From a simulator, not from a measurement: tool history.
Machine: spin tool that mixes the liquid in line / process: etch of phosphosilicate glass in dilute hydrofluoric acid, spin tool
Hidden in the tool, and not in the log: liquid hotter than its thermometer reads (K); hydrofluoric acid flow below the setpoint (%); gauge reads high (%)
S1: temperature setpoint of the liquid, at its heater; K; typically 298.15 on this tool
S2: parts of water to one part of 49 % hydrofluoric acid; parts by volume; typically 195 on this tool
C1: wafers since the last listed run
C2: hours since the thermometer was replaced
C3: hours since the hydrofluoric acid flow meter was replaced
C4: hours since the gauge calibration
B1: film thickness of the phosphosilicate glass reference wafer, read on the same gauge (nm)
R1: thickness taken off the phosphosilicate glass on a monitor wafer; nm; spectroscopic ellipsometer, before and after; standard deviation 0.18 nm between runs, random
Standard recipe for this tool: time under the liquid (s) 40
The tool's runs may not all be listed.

Run 1, hour 0: usual settings; C1 0; C2 538.1; C3 1973.1; C4 345.7; B1 50. Result: R1 19.41 nm.
Run 2, hour 30.9: usual settings but S2 230 parts by volume, time under the liquid (s) 35; C1 361; C2 569; C3 2004; C4 376.6; B1 50.01. Result: R1 13.89 nm.
Run 3, hour 55: usual settings but S2 230 parts by volume, time under the liquid (s) 35; C1 282; C2 593.1; C3 2028.1; C4 400.7; B1 49.97. Result: R1 14.02 nm.
Run 4, hour 76.7: usual settings but S2 230 parts by volume, time under the liquid (s) 35; C1 254; C2 614.8; C3 2049.8; C4 422.4; B1 50.01. Result: R1 13.89 nm.
Run 5, hour 92.1: usual settings but S2 245 parts by volume, time under the liquid (s) 25; C1 180; C2 630.2; C3 2065.2; C4 437.8; B1 49.99. Result: R1 9.18 nm.
Run 6, hour 116.3: usual settings but S2 245 parts by volume, time under the liquid (s) 25; C1 283; C2 654.4; C3 2089.4; C4 462; B1 50.03. Result: R1 9.04 nm.
Run 7, hour 130.7: usual settings but S2 275 parts by volume, time under the liquid (s) 25; C1 168; C2 668.8; C3 2103.8; C4 476.4; B1 50. Result: R1 7.84 nm.
Run 8, hour 142.9: usual settings but S2 275 parts by volume, time under the liquid (s) 25; C1 142; C2 681; C3 2116; C4 488.6; B1 49.99. Result: R1 7.93 nm.
Run 9, hour 174: usual settings but S2 275 parts by volume, time under the liquid (s) 25; C1 364; C2 712.1; C3 2147.1; C4 519.7; B1 49.98. Result: R1 7.84 nm.
Run 10, hour 194.3: usual settings; C1 237; C2 732.4; C3 2167.4; C4 540; B1 50. Result: R1 19.44 nm.
Run 11, hour 208.4: usual settings but S1 295.15 K, time under the liquid (s) 25; C1 165; C2 746.5; C3 2181.5; C4 554.1; B1 50. Result: R1 11.05 nm.
At hour 222.8: gauge calibrated.
Run 12, hour 228.5: usual settings but S1 296.65 K, S2 155 parts by volume, time under the liquid (s) 35; C1 235; C2 766.6; C3 2201.6; C4 5.7; B1 50. Result: R1 21.1 nm.
Run 13, hour 251.8: usual settings; C1 272; C2 789.9; C3 2224.9; C4 29; B1 50. Result: R1 19.5 nm.
Run 14, hour 273.4: usual settings but S2 250 parts by volume, time under the liquid (s) 30; C1 252; C2 811.5; C3 2246.5; C4 50.6; B1 50.01. Result: R1 10.75 nm.
Run 15, hour 312.9: usual settings but S1 300.15 K, S2 145 parts by volume, time under the liquid (s) 55; C1 462; C2 851; C3 2286; C4 90.1; B1 49.99. Result: R1 41.35 nm.
At hour 348: hydrofluoric acid flow meter replaced.
Run 16, hour 400.4: usual settings but S1 293.15 K, S2 165 parts by volume, time under the liquid (s) 55; C1 1012; C2 938.5; C3 52.4; C4 177.6; B1 49.99. Result: R1 24.12 nm.
Run 17, hour 427.1: usual settings but S1 302.15 K, S2 265 parts by volume, time under the liquid (s) 60; C1 312; C2 965.2; C3 79.1; C4 204.3; B1 50. Result: R1 20.18 nm.
At hour 429.6: hydrofluoric acid flow meter replaced, repeated, since the last time left the tool worse.
At hour 430.5: thermometer replaced.
Run 18, hour 462.8: usual settings but S2 245 parts by volume, time under the liquid (s) 25; C1 396; C2 32.3; C3 33.2; C4 240; B1 50.02. Result: R1 9.92 nm.
Run 19, hour 490.5: usual settings but S1 294.65 K, S2 230 parts by volume; C1 324; C2 60; C3 60.9; C4 267.7; B1 50.03. Result: R1 15.21 nm.
Run 20, hour 517.3: usual settings but S1 294.65 K, time under the liquid (s) 60; C1 313; C2 86.8; C3 87.7; C4 294.5; B1 50.02. Result: R1 27.53 nm.
Run 21, hour 531.3: usual settings; C1 163; C2 100.8; C3 101.7; C4 308.5; B1 50. Result: R1 20.96 nm.
Run 22, hour 549.9: usual settings; C1 217; C2 119.4; C3 120.3; C4 327.1; B1 49.99. Result: R1 20.97 nm.
Run 23, hour 576.4: usual settings but S1 294.65 K, time under the liquid (s) 20; C1 310; C2 145.9; C3 146.8; C4 353.6; B1 49.99. Result: R1 9.15 nm.

Difference, measured minus no-hidden-state, one row per run. Run-to-run variation is common to both terms; the gauge's own scatter need not be:
run     R1
  1  -1.77
  2  -1.32
  3  -1.35
  4  -1.35
  5  -0.91
  6   -0.9
  7  -0.81
  8  -0.82
  9  -0.82
 10  -1.95
 11   -1.1
 12  -2.07
 13  -2.01
 14  -1.16
 15  -4.24
 16   -5.3
 17  -5.04
 18  -0.19
 19  -0.31
 20  -0.58
 21  -0.46
 22  -0.47
 23  -0.21
